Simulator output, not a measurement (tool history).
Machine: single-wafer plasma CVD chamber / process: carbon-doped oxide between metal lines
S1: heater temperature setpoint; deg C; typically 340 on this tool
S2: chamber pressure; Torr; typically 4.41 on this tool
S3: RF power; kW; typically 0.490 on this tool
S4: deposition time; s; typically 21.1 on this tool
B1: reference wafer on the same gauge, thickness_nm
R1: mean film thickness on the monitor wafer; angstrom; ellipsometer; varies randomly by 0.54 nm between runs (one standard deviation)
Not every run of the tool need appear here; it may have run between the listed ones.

run	hour	S1	S2	S3	S4	B1	R1
1	0.0	340	4.41	0.520	21.1	112.107	1029.13
2	39.1	340	4.41	0.520	21.1	112.134	1045.77
3	72.4	340	4.41	0.520	21.1	112.066	1038.35
4	125.9	340	4.41	0.490	21.1	112.048	996.54
# hour 261.4: gauge calibrated
# hour 272.7: thermocouple changed; heater temperature recalibrated
5	273.2	340	4.41	0.490	21.1	112.173	1002.99
6	315.6	340	4.41	0.490	19.8	112.169	936.76
# hour 374.2: showerhead replaced
# hour 383.4: RF generator calibrated
7	383.9	340	4.41	0.490	19.8	112.130	947.85
8	446.1	340	4.10	0.585	22.6	112.068	1175.78
# hour 489.4: capacitance manometer re-zeroed and calibrated
9	497.2	340	4.41	0.545	21.1	112.027	1071.34
10	567.8	340	4.41	0.490	21.1	112.103	1000.25
11	608.9	340	4.41	0.490	21.1	112.094	1002.72
12	641.1	326	4.41	0.440	19.3	112.148	888.70
13	669.7	340	4.41	0.490	25.3	112.198	1182.99
14	749.6	340	4.75	0.490	21.1	112.025	1013.52
15	799.8	340	4.41	0.490	24.1	112.007	1141.61

Here are 3 independent what-if runs from the current tool condition. What would each one return?
A	800.2	340	4.41	0.490	17.9	?	?
B	800.2	329	4.41	0.490	24.9	?	?
C	800.2	340	4.41	0.400	21.1	?	?

run	B1	R1
A	112.164	847.91
B	112.164	1217.46
C	112.164	856.63
Without the tool's hidden state the same runs would have given:
run	R1
A	847.91
B	1217.46
C	856.63
